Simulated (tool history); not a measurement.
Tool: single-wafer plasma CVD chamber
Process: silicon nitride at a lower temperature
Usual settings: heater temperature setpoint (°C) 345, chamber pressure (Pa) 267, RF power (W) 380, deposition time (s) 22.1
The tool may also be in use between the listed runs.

| run | hour | heater temperature setpoint (°C) | chamber pressure (Pa) | RF power (W) | deposition time (s) | wafers since the last listed run | hours since the last thermocouple change | hours since the last RF generator calibration | hours since the last manometer calibration | hours since the showerhead was replaced | hours since the gauge calibration | read-back reference wafer on the same gauge, thickness_nm | mean film thickness on the monitor wafer (nm) |
|---|---|---|---|---|---|---|---|---|---|---|---|---|---|
| 1 | 0 | 345 | 267 | 405 | 23.1 | 0 | 1591.9 | 772.2 | 151.8 | 7065.9 | 732.5 | 33.008 | 36.293 |
| 2 | 65.4 | 345 | 267 | 405 | 23.1 | 1025 | 1657.3 | 837.6 | 217.2 | 7131.3 | 797.9 | 32.979 | 36.223 |
|  | 94.3 | RF generator calibrated |
| 3 | 169.2 | 345 | 267 | 405 | 23.1 | 1501 | 1761.1 | 74.9 | 321 | 7235.1 | 901.7 | 32.982 | 37.379 |
| 4 | 245.5 | 345 | 267 | 380 | 22.1 | 1196 | 1837.4 | 151.2 | 397.3 | 7311.4 | 978 | 32.948 | 33.675 |
| 5 | 290.3 | 345 | 267 | 380 | 22.1 | 702 | 1882.2 | 196 | 442.1 | 7356.2 | 1022.8 | 32.975 | 33.755 |
| 6 | 343.7 | 345 | 233 | 425 | 22.1 | 837 | 1935.6 | 249.4 | 495.5 | 7409.6 | 1076.2 | 32.992 | 36.156 |
| 7 | 432.9 | 345 | 233 | 425 | 22.1 | 1398 | 2024.8 | 338.6 | 584.7 | 7498.8 | 1165.4 | 32.98 | 36.052 |
| 8 | 540.2 | 345 | 267 | 380 | 21.2 | 1682 | 2132.1 | 445.9 | 692 | 7606.1 | 1272.7 | 33.013 | 32.207 |
| 9 | 621.2 | 345 | 267 | 380 | 21.2 | 1269 | 2213.1 | 526.9 | 773 | 7687.1 | 1353.7 | 32.985 | 31.892 |
|  | 672.1 | gauge calibrated |
|  | 676.8 | showerhead replaced, of another model than before |
| 10 | 678.4 | 345 | 267 | 380 | 22.1 | 771 | 2270.3 | 584.1 | 830.2 | 1.6 | 6.3 | 33.009 | 33.548 |
| 11 | 776 | 345 | 267 | 380 | 19.5 | 1529 | 2367.9 | 681.7 | 927.8 | 99.2 | 103.9 | 32.983 | 29.214 |
|  | 880.6 | thermocouple changed; heater temperature recalibrated |
| 12 | 881.1 | 339 | 209 | 400 | 20.7 | 1522 | 0.5 | 786.8 | 1032.9 | 204.3 | 209 | 32.967 | 30.04 |
| 13 | 947.7 | 335 | 267 | 435 | 19.5 | 1044 | 67.1 | 853.4 | 1099.5 | 270.9 | 275.6 | 33.025 | 32.06 |
| 14 | 1039.4 | 352 | 267 | 380 | 22.1 | 1437 | 158.8 | 945.1 | 1191.2 | 362.6 | 367.3 | 32.986 | 32.665 |
|  | 1084.9 | capacitance manometer re-zeroed and calibrated |
|  | 1089.1 | RF generator calibrated |
| 15 | 1109.2 | 345 | 267 | 380 | 22.1 | 902 | 228.6 | 20.1 | 24.3 | 432.4 | 437.1 | 33.061 | 33.907 |
| 16 | 1153.7 | 345 | 267 | 310 | 23.9 | 697 | 273.1 | 64.6 | 68.8 | 476.9 | 481.6 | 33.056 | 31.222 |
| 17 | 1325.1 | 345 | 267 | 405 | 23.1 | 2686 | 444.5 | 236 | 240.2 | 648.3 | 653 | 33.04 | 36.909 |
| 18 | 1411.6 | 345 | 267 | 380 | 22.1 | 1355 | 531 | 322.5 | 326.7 | 734.8 | 739.5 | 32.99 | 33.673 |
| 19 | 1486.2 | 354 | 267 | 345 | 22.1 | 1169 | 605.6 | 397.1 | 401.3 | 809.4 | 814.1 | 33.01 | 31.174 |
| 20 | 1526.5 | 345 | 233 | 425 | 22.1 | 631 | 645.9 | 437.4 | 441.6 | 849.7 | 854.4 | 33.033 | 34.974 |

Measured less the same run without the tool's hidden state. The same run-to-run variation is in both; the gauge's scatter may not be:
The hidden state here: wafer temperature above the value expected at the setpoint (K); delivered RF power above the setpoint (%); true pressure above the setpoint (%); gauge reads high (%).
| run | mean film thickness on the monitor wafer (nm) |
|---|---|
| 1 | -0.945 |
| 2 | -1.1 |
| 3 | -0.093 |
| 4 | -0.113 |
| 5 | -0.135 |
| 6 | -0.169 |
| 7 | -0.242 |
| 8 | -0.343 |
| 9 | -0.445 |
| 10 | -0.426 |
| 11 | -0.488 |
| 12 | -0.611 |
| 13 | -0.761 |
| 14 | -1.009 |
| 15 | -0.05 |
| 16 | -0.054 |
| 17 | -0.111 |
| 18 | -0.16 |
| 19 | -0.201 |
| 20 | -0.246 |

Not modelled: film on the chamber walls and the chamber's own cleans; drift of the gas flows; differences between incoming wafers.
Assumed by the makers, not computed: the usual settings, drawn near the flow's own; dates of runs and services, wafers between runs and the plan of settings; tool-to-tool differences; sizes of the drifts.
